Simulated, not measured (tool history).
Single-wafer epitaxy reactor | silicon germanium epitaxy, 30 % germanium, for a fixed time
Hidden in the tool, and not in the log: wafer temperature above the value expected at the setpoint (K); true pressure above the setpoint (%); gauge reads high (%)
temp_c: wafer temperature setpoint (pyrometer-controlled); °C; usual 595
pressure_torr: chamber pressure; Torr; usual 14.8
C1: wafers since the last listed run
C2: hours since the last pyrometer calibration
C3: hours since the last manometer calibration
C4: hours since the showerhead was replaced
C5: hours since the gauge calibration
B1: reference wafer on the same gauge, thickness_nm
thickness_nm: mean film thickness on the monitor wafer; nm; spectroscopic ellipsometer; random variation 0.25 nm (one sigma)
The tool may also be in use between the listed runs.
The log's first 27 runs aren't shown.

Run 28, day 36.917: usual settings but temp_c 601 °C, pressure_torr 18.4 Torr; C1 273; C2 561.4; C3 288.9; C4 562.7; C5 552.9; B1 44.326. Result: thickness_nm 50.924 nm.
Run 29, day 38.267: usual settings but temp_c 588 °C, pressure_torr 16.2 Torr; C1 398; C2 593.8; C3 321.3; C4 595.1; C5 585.3; B1 44.399. Result: thickness_nm 36.707 nm.
Run 30, day 39.367: usual settings but temp_c 588 °C, pressure_torr 13.1 Torr; C1 324; C2 620.2; C3 347.7; C4 621.5; C5 611.7; B1 44.446. Result: thickness_nm 34.281 nm.
Run 31, day 40.621: usual settings; C1 369; C2 650.3; C3 377.8; C4 651.6; C5 641.8; B1 44.373. Result: thickness_nm 41.655 nm.
Run 32, day 41.750: usual settings; C1 332; C2 677.4; C3 404.9; C4 678.7; C5 668.9; B1 44.429. Result: thickness_nm 41.382 nm.
Run 33, day 43.217: usual settings but temp_c 610 °C, pressure_torr 17.8 Torr; C1 432; C2 712.6; C3 440.1; C4 713.9; C5 704.1; B1 44.398. Result: thickness_nm 60.579 nm.
Run 34, day 44.121: usual settings but temp_c 583 °C, pressure_torr 13.8 Torr; C1 266; C2 734.3; C3 461.8; C4 735.6; C5 725.8; B1 44.374. Result: thickness_nm 31.464 nm.
Run 35, day 45.525: usual settings; C1 413; C2 768.0; C3 495.5; C4 769.3; C5 759.5; B1 44.396. Result: thickness_nm 41.399 nm.
Run 36, day 46.671: usual settings but temp_c 610 °C, pressure_torr 11.9 Torr; C1 337; C2 795.5; C3 523.0; C4 796.8; C5 787.0; B1 44.445. Result: thickness_nm 53.010 nm.

Forecast each of these 3 alternatives for the next run:
Run A, day 46.688: usual settings but pressure_torr 11.3 Torr; C1 4; C2 795.9; C3 523.4; C4 797.2; C5 787.4; B1 ?. Result: thickness_nm ?.
Run B, day 46.688: usual settings but temp_c 580 °C, pressure_torr 16.8 Torr; C1 4; C2 795.9; C3 523.4; C4 797.2; C5 787.4; B1 ?. Result: thickness_nm ?.
Run C, day 46.688: usual settings but temp_c 601 °C, pressure_torr 17.4 Torr; C1 4; C2 795.9; C3 523.4; C4 797.2; C5 787.4; B1 ?. Result: thickness_nm ?.

run      B1  thickness_nm
  A  44.347        38.013
  B  44.347        30.939
  C  44.347        49.185
Without the tool's hidden state the same runs would have given:
run  thickness_nm
  A        41.340
  B        33.762
  C        53.419

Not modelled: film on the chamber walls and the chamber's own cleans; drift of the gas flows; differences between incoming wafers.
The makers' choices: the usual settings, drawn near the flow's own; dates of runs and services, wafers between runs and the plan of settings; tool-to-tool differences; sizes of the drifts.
